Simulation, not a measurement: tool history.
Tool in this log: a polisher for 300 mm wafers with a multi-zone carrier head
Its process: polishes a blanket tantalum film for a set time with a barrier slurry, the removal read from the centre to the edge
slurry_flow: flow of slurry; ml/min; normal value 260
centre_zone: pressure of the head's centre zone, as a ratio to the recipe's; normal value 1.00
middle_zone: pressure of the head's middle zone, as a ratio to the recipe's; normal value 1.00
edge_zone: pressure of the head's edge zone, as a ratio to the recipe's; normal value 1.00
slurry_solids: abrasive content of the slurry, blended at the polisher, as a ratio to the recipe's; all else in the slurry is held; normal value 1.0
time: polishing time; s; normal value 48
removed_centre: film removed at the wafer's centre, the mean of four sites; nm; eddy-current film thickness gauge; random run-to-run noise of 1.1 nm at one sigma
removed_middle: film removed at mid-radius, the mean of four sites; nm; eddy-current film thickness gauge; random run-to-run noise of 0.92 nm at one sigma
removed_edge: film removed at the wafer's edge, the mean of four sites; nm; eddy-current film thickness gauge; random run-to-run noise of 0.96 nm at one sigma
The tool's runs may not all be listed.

| run | day | slurry_flow | centre_zone | middle_zone | edge_zone | slurry_solids | time | incoming thickness of the incoming film, nm | removed_centre | removed_middle | removed_edge |
|---|---|---|---|---|---|---|---|---|---|---|---|
| 1 | 0.000 | 260 | 1.00 | 1.00 | 1.00 | 1.0 | 48 | 340.9 | 74.4 | 74.3 | 78.3 |
| 2 | 0.396 | 260 | 1.00 | 1.00 | 1.00 | 1.0 | 48 | 346.1 | 75.3 | 74.8 | 77.7 |
| 3 | 1.071 | 260 | 1.00 | 1.00 | 1.00 | 1.0 | 48 | 342.5 | 73.5 | 75.8 | 76.7 |
| 4 | 1.546 | 205 | 1.00 | 1.00 | 1.00 | 1.0 | 48 | 337.4 | 71.5 | 71.7 | 74.9 |
| 5 | 2.204 | 205 | 1.00 | 1.00 | 1.00 | 1.0 | 48 | 342.6 | 70.3 | 71.2 | 76.0 |
|  | 2.379 | worn pad replaced by a new one |
|  | 2.475 | centre zone pressure recalibrated |
| 6 | 2.933 | 205 | 1.00 | 1.00 | 1.00 | 1.0 | 48 | 339.8 | 69.4 | 69.9 | 75.6 |
| 7 | 3.342 | 260 | 1.00 | 1.00 | 1.04 | 1.0 | 48 | 334.9 | 74.5 | 76.3 | 78.1 |
| 8 | 3.667 | 260 | 0.91 | 1.00 | 1.00 | 1.1 | 48 | 341.4 | 70.8 | 78.0 | 79.5 |
| 9 | 4.079 | 260 | 1.00 | 1.00 | 1.00 | 1.0 | 48 | 340.3 | 74.4 | 75.8 | 78.3 |
| 10 | 4.758 | 260 | 1.00 | 1.00 | 1.00 | 1.0 | 48 | 337.9 | 75.1 | 75.2 | 76.1 |
|  | 5.096 | slurry nozzle cleaned |
| 11 | 5.254 | 260 | 1.06 | 1.08 | 1.00 | 1.0 | 48 | 340.2 | 88.2 | 88.0 | 83.9 |
|  | 5.517 | edge zone pressure recalibrated |
|  | 5.817 | worn pad replaced by a new one, of another model than before |
| 12 | 6.804 | 335 | 1.00 | 1.00 | 0.94 | 1.0 | 48 | 337.2 | 86.0 | 84.2 | 82.6 |

Run 13 has not been measured yet. What should we expect?
| 13 | 7.304 | 260 | 1.00 | 1.00 | 1.00 | 1.0 | 48 | 344.3 | ? | ? | ? |

Run 13 measured removed_centre 82.0 nm, removed_middle 79.0 nm, removed_edge 81.1 nm.
Minus the tool's unlogged condition, the same run would have read removed_centre 85.0 nm, removed_middle 81.6 nm, removed_edge 83.1 nm.
